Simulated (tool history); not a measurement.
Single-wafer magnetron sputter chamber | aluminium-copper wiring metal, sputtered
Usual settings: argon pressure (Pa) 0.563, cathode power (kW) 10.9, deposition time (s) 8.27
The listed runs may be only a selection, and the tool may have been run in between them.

run   hour  argon pressure (Pa)  cathode power (kW)  deposition time (s)  wafers since the last listed run  wafers on the sputter target  hours since the last manometer calibration  hours since the magnet pack was replaced  hours since the gauge calibration  read-back reference wafer on the same gauge, thickness_nm  mean film thickness on the monitor wafer (Å)
  1      0                0.563               12.25                 8.27                                 0                           742                                      2271.3                                    6249.7                              260.3                                                     159.89                                       1556.72
  2   18.5                0.563               12.25                 8.27                               767                          1510                                      2289.8                                    6268.2                              278.8                                                     159.93                                       1546.06
  3     50                0.563               12.25                 8.27                              1307                          2817                                      2321.3                                    6299.7                              310.3                                                    159.823                                       1534.04
  4   94.1                0.563                10.9                 8.27                              1830                          4647                                      2365.4                                    6343.8                              354.4                                                     159.93                                       1408.54
       107  -- sputter target and shields replaced
     119.7  -- gauge calibrated
  5  120.1                0.563                10.9                 8.27                               747                           545                                      2391.4                                    6369.8                                0.4                                                    159.852                                       1444.05
  6  139.2                0.563                10.9                 8.27                               792                          1338                                      2410.5                                    6388.9                               19.5                                                    160.111                                       1449.12
  7  171.3                0.563                10.9                 7.44                              1332                          2670                                      2442.6                                      6421                               51.6                                                    160.144                                       1289.71
  8  205.3                0.563                10.9                 7.44                              1411                          4081                                      2476.6                                      6455                               85.6                                                    159.824                                       1276.79
  9  234.3                0.639                10.9                 9.17                              1203                          5285                                      2505.6                                      6484                              114.6                                                    159.915                                       1502.47
       243  -- sputter target and shields replaced
 10  254.3                0.639                10.9                 9.17                               498                           468                                      2525.6                                      6504                              134.6                                                    160.042                                       1551.57
     297.6  -- magnet pack replaced
     307.1  -- capacitance manometer re-zeroed and calibrated
 11  321.5                0.563                10.9                 8.27                              2124                          2593                                        14.4                                      23.9                              201.8                                                     160.15                                       1423.59
 12  350.5                0.563                10.9                 8.27                              1203                          3797                                        43.4                                      52.9                              230.8                                                    159.931                                       1419.02
 13  374.3                0.563                12.5                 9.56                               987                          4784                                        67.2                                      76.7                              254.6                                                    159.837                                       1739.88
     391.4  -- sputter target and shields replaced
 14  407.4                0.409                9.65                 7.45                              1041                           663                                       100.3                                     109.8                              287.7                                                    159.876                                          1285
 15  423.6                0.563                8.45                 8.27                               672                          1335                                       116.5                                       126                              303.9                                                     159.89                                       1260.76
 16  443.8                0.733                10.9                 8.27                               838                          2174                                       136.7                                     146.2                              324.1                                                    159.804                                       1352.68
 17  474.1                0.563                10.9                 8.27                              1257                          3431                                         167                                     176.5                              354.4                                                    160.071                                       1437.36
     485.1  -- gauge calibrated
     508.2  -- sputter target and shields replaced
 18  508.7                0.749                12.5                  9.6                              1103                            21                                       201.6                                     211.1                               23.6                                                    160.021                                       1708.53
 19    519                0.502               10.15                 6.97                               427                           448                                       211.9                                     221.4                               33.9                                                    160.063                                       1199.79
 20  554.2                 0.75               12.65                  9.6                              1460                          1909                                       247.1                                     256.6                               69.1                                                    159.828                                       1708.99
 21  589.9                0.563                10.9                 8.27                              1481                          3391                                       282.8                                     292.3                              104.8                                                    160.013                                       1426.32
     629.7  -- sputter target and shields replaced
 22  630.2                0.563                11.6                 8.27                              1340                            20                                       323.1                                     332.6                              145.1                                                    160.225                                       1503.23
 23  643.4                  0.5                10.9                 7.56                               547                           568                                       336.3                                     345.8                              158.3                                                    160.026                                       1356.84
 24  663.3                0.781                 8.9                 8.27                               825                          1394                                       356.2                                     365.7                              178.2                                                    160.094                                       1196.19

Below are 5 alternative next runs, each starting from the tool's condition after run 24. Predict each:
  A  663.7                0.563                12.3                 8.27                                16                          1410                                       356.6                                     366.1                              178.6                                                          ?                                             ?
  B  663.7                 0.47               12.75                 9.33                                16                          1410                                       356.6                                     366.1                              178.6                                                          ?                                             ?
  C  663.7                0.405                 8.8                  9.5                                16                          1410                                       356.6                                     366.1                              178.6                                                          ?                                             ?
  D  663.7                 0.77                  12                 9.27                                16                          1410                                       356.6                                     366.1                              178.6                                                          ?                                             ?
  E  663.7                0.703                8.65                 9.76                                16                          1410                                       356.6                                     366.1                              178.6                                                          ?                                             ?

run  read-back reference wafer on the same gauge, thickness_nm  mean film thickness on the monitor wafer (Å)
  A                                                     159.83                                       1547.89
  B                                                     159.83                                       1846.11
  C                                                     159.83                                       1559.51
  D                                                     159.83                                       1588.48
  E                                                     159.83                                       1426.14
Take away the tool's hidden state, keep each run's random variation, and the runs would have read:
run  mean film thickness on the monitor wafer (Å)
  A                                        1552.6
  B                                       1851.73
  C                                       1564.25
  D                                       1593.31
  E                                       1430.48

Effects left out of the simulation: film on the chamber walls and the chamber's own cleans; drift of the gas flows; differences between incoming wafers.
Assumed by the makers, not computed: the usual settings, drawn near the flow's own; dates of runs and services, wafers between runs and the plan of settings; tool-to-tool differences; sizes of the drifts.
